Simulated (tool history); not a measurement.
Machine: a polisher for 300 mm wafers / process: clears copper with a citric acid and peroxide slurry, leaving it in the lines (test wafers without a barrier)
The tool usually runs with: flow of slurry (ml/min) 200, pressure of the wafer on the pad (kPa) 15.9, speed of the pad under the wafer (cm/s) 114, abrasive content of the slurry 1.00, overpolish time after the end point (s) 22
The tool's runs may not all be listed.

run	hour	flow of slurry (ml/min)	pressure of the wafer on the pad (kPa)	speed of the pad under the wafer (cm/s)	abrasive content of the slurry	overpolish time after the end point (s)	incoming thickness of the incoming film, nm	time until the end point was called (s)	dishing of a wide line in a test structure (angstrom)
1	0.0	200	15.9	114	1.00	22	166.6	88.3	246
2	11.2	200	15.9	114	1.00	22	165.7	88.6	236
3	29.0	200	15.9	114	1.00	22	167.1	89.8	239
4	37.4	200	15.9	114	0.90	22	166.2	91.9	237
5	44.7	200	15.9	114	1.00	22	164.1	90.1	236
6	52.4	200	15.9	114	1.00	22	163.3	88.5	235
7	59.4	200	15.9	114	1.00	22	165.3	90.0	240
8	75.2	220	15.9	114	1.00	22	166.6	90.4	236
9	90.1	220	15.9	114	1.00	22	163.5	89.9	232
10	98.2	220	15.9	114	1.00	22	162.6	90.8	233
11	112.2	200	15.9	114	1.00	28	165.1	93.5	262
12	127.4	200	15.9	114	1.00	22	166.8	97.7	226
13	139.5	200	15.9	114	1.00	22	163.7	96.6	223
14	146.6	200	12.4	114	0.80	22	167.8	128.3	189
# hour 154.0: head pressure recalibrated
15	157.4	265	15.9	114	1.00	17	163.1	97.8	188
16	167.7	200	12.4	90	0.80	12	163.0	161.7	97
# hour 172.6: slurry blender recalibrated
# hour 174.5: worn pad replaced by a new one
17	182.0	200	15.9	114	1.00	22	164.4	85.2	253
# hour 188.6: slurry nozzle cleaned
18	191.3	200	15.9	114	0.70	29	163.1	89.2	270
19	208.5	200	15.9	114	1.00	22	165.4	85.9	240
20	222.3	200	17.9	114	0.80	22	164.9	79.6	252
21	238.0	200	15.9	114	1.00	22	166.3	87.1	251
22	250.6	200	15.9	138	1.00	35	163.5	71.2	326
23	263.8	200	20.7	114	0.75	22	166.0	72.5	272
24	276.6	200	15.9	114	1.00	35	168.1	90.3	303

Forecast each of these 4 alternatives for the next run:
A	277.0	200	15.9	114	1.00	22	163.0	?	?
B	277.0	245	15.9	136	1.00	22	163.0	?	?
C	277.0	140	10.3	114	1.00	22	163.0	?	?
D	277.0	170	15.9	152	1.25	14	163.0	?	?

run	time until the end point was called (s)	dishing of a wide line in a test structure (angstrom)
A	88.3	235
B	73.1	260
C	131.9	179
D	65.0	215
Without the tool's unlogged condition, the same runs would have read:
run	time until the end point was called (s)	dishing of a wide line in a test structure (angstrom)
A	81.4	246
B	67.5	271
C	121.7	189
D	59.9	226

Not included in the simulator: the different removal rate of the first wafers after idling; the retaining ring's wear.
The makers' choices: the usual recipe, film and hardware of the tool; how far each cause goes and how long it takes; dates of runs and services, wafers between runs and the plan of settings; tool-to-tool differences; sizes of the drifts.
